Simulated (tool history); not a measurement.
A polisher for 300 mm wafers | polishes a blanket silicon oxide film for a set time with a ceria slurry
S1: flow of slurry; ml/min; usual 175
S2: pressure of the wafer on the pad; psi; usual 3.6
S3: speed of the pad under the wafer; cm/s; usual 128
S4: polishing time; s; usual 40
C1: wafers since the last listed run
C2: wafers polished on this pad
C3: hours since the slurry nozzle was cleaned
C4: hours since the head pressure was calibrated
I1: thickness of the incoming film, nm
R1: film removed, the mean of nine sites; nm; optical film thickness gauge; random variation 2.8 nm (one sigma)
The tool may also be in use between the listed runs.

run,hour,S1,S2,S3,S4,C1,C2,C3,C4,I1,R1
1,0.0,175,3.6,158,40,0,4746,358.5,20.9,1088.6,366.9
# hour 46.1: worn pad replaced by a new one
2,66.1,175,3.6,128,33,1048,337,424.6,87.0,1093.2,251.6
# hour 72.2: slurry nozzle cleaned
3,123.6,175,3.6,128,33,954,1291,51.4,144.5,1080.7,257.9
4,161.7,175,3.6,128,33,643,1935,89.5,182.6,1069.6,255.2
5,213.8,175,3.6,128,40,879,2815,141.6,234.7,1070.6,318.7
# hour 313.8: head pressure recalibrated
6,319.3,175,3.6,128,40,1748,4563,247.1,5.5,1080.5,297.7
# hour 392.2: worn pad replaced by a new one
7,392.7,175,3.6,128,40,1172,7,320.5,78.9,1088.6,312.7
8,463.4,175,3.6,128,40,1194,1201,391.2,149.6,1072.0,320.4
# hour 544.7: slurry nozzle cleaned
9,559.3,140,3.6,128,40,1602,2804,14.6,245.5,1068.5,316.4
10,665.7,175,3.6,128,40,1797,4601,121.0,351.9,1058.8,337.7
# hour 700.7: head pressure recalibrated
11,713.9,175,2.8,128,40,780,5382,169.2,13.2,1071.1,233.9
# hour 720.4: worn pad replaced by a new one
12,779.8,175,2.8,128,40,1045,1003,235.1,79.1,1090.3,241.8
13,846.5,175,3.6,104,29,1126,2130,301.8,145.8,1087.5,183.7
14,893.1,175,3.6,104,29,787,2917,348.4,192.4,1072.2,187.1
15,934.4,175,4.2,128,40,697,3614,389.7,233.7,1084.3,375.4
16,995.6,175,3.6,104,40,1033,4648,450.9,294.9,1075.0,262.5
# hour 1030.6: slurry nozzle cleaned
# hour 1042.8: head pressure recalibrated
# hour 1093.7: worn pad replaced by a new one
17,1100.6,175,3.6,128,40,1655,117,70.0,57.8,1096.0,296.0
18,1180.3,205,3.1,112,47,1346,1463,149.7,137.5,1091.7,274.5
19,1243.0,125,3.0,128,35,1059,2522,212.4,200.2,1085.2,215.6
20,1339.2,230,3.6,128,31,1624,4147,308.6,296.4,1080.8,254.0
# hour 1374.6: head pressure recalibrated
21,1423.1,235,3.6,158,40,1383,5530,392.5,48.5,1080.9,386.8
22,1493.9,175,4.5,128,40,1195,6726,463.3,119.3,1082.2,395.8
# hour 1514.1: slurry nozzle cleaned
# hour 1532.1: worn pad replaced by a new one
23,1576.0,135,2.3,86,46,1302,740,61.9,201.4,1059.8,153.4
24,1612.1,175,3.6,128,40,609,1350,98.0,237.5,1085.8,322.5
25,1670.6,175,3.6,128,35,988,2338,156.5,296.0,1093.7,288.2
# hour 1720.2: head pressure recalibrated
26,1731.6,175,3.6,128,40,996,3335,217.5,11.4,1079.7,294.8

Forecast run 27:
27,1839.0,175,3.6,128,50,1813,5149,324.9,118.8,1072.0,?

{"run 27": {"R1": 378.2}}
Without the tool's hidden state the same run would have given R1 368.7 nm.
